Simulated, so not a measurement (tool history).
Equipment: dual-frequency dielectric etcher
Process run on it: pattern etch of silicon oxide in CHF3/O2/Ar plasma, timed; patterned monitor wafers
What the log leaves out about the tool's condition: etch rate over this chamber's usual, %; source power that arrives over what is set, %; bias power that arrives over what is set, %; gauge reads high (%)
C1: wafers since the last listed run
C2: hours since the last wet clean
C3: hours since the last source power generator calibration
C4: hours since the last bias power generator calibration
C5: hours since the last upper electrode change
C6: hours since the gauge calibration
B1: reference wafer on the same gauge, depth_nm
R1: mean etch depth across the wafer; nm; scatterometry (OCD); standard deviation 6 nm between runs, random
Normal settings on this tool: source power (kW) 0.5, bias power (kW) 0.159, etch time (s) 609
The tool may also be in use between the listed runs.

Run 1, hour 0: usual settings but source power (kW) 0.44; C1 0; C2 100.9; C3 1715.9; C4 2441.4; C5 2379.1; C6 1180.6; B1 1129.9. Result: R1 971.8 nm.
At hour 4.6: gauge calibrated.
Run 2, hour 43: usual settings but source power (kW) 0.44; C1 175; C2 143.9; C3 1758.9; C4 2484.4; C5 2422.1; C6 38.4; B1 1131. Result: R1 964.7 nm.
Run 3, hour 136.3: usual settings but bias power (kW) 0.172, etch time (s) 717.5; C1 380; C2 237.2; C3 1852.2; C4 2577.7; C5 2515.4; C6 131.7; B1 1130.4. Result: R1 1195.4 nm.
At hour 435.6: wet clean of the chamber.
Run 4, hour 436.1: usual settings; C1 1125; C2 0.5; C3 2152; C4 2877.5; C5 2815.2; C6 431.5; B1 1131.5. Result: R1 1001.9 nm.
Run 5, hour 517.2: usual settings; C1 330; C2 81.6; C3 2233.1; C4 2958.6; C5 2896.3; C6 512.6; B1 1130.8. Result: R1 1003.3 nm.
Run 6, hour 601.1: usual settings; C1 342; C2 165.5; C3 2317; C4 3042.5; C5 2980.2; C6 596.5; B1 1128. Result: R1 983.1 nm.
At hour 710.5: upper electrode replaced.
Run 7, hour 711: usual settings; C1 350; C2 275.4; C3 2426.9; C4 3152.4; C5 0.5; C6 706.4; B1 1130.5. Result: R1 977.6 nm.
Run 8, hour 782.9: usual settings; C1 293; C2 347.3; C3 2498.8; C4 3224.3; C5 72.4; C6 778.3; B1 1128.2. Result: R1 973.2 nm.
At hour 827.5: bias power generator calibrated.
Run 9, hour 837.4: usual settings; C1 206; C2 401.8; C3 2553.3; C4 9.9; C5 126.9; C6 832.8; B1 1129.9. Result: R1 975.6 nm.
Run 10, hour 897: usual settings; C1 243; C2 461.4; C3 2612.9; C4 69.5; C5 186.5; C6 892.4; B1 1130.8. Result: R1 969.9 nm.
At hour 989.7: wet clean of the chamber.
Run 11, hour 990.2: usual settings but etch time (s) 778.5; C1 282; C2 0.5; C3 2706.1; C4 162.7; C5 279.7; C6 985.6; B1 1130.5. Result: R1 1316.4 nm.
Run 12, hour 1064.7: usual settings but source power (kW) 0.44, bias power (kW) 0.174; C1 304; C2 75; C3 2780.6; C4 237.2; C5 354.2; C6 1060.1; B1 1131.4. Result: R1 996.4 nm.
At hour 1129.1: gauge calibrated.
Run 13, hour 1159.4: usual settings but source power (kW) 0.54, bias power (kW) 0.12, etch time (s) 463; C1 386; C2 169.7; C3 2875.3; C4 331.9; C5 448.9; C6 30.3; B1 1129.2. Result: R1 745.7 nm.
Run 14, hour 1256: usual settings but source power (kW) 0.41, bias power (kW) 0.141, etch time (s) 784.5; C1 394; C2 266.3; C3 2971.9; C4 428.5; C5 545.5; C6 126.9; B1 1129.9. Result: R1 1186.9 nm.
Run 15, hour 1339.3: usual settings; C1 339; C2 349.6; C3 3055.2; C4 511.8; C5 628.8; C6 210.2; B1 1130.3. Result: R1 990.1 nm.
Run 16, hour 1424.3: usual settings; C1 346; C2 434.6; C3 3140.2; C4 596.8; C5 713.8; C6 295.2; B1 1130.3. Result: R1 977.2 nm.
At hour 1432.1: source power generator calibrated.
At hour 1531.3: wet clean of the chamber.
Run 17, hour 1716.5: usual settings but bias power (kW) 0.184, etch time (s) 470; C1 1078; C2 185.2; C3 284.4; C4 889; C5 1006; C6 587.4; B1 1131. Result: R1 802 nm.
Run 18, hour 1766.7: usual settings but etch time (s) 464.5; C1 204; C2 235.4; C3 334.6; C4 939.2; C5 1056.2; C6 637.6; B1 1131.1. Result: R1 759.5 nm.
Run 19, hour 1831: usual settings; C1 262; C2 299.7; C3 398.9; C4 1003.5; C5 1120.5; C6 701.9; B1 1129. Result: R1 1000.5 nm.
Run 20, hour 1883.5: usual settings but source power (kW) 0.39, bias power (kW) 0.186, etch time (s) 712; C1 214; C2 352.2; C3 451.4; C4 1056; C5 1173; C6 754.4; B1 1129.7. Result: R1 1125.4 nm.

Same runs, no hidden state in the tool, same run-to-run variation:
run      R1
  1   976.6
  2   973.5
  3  1217.1
  4  1005.9
  5  1015.1
  6  1002.6
  7  1007.7
  8  1010.1
  9    1018
 10    1018
 11  1302.4
 12   992.6
 13   749.5
 14    1204
 15  1012.3
 16  1007.4
 17   806.6
 18   767.5
 19  1017.3
 20  1150.1
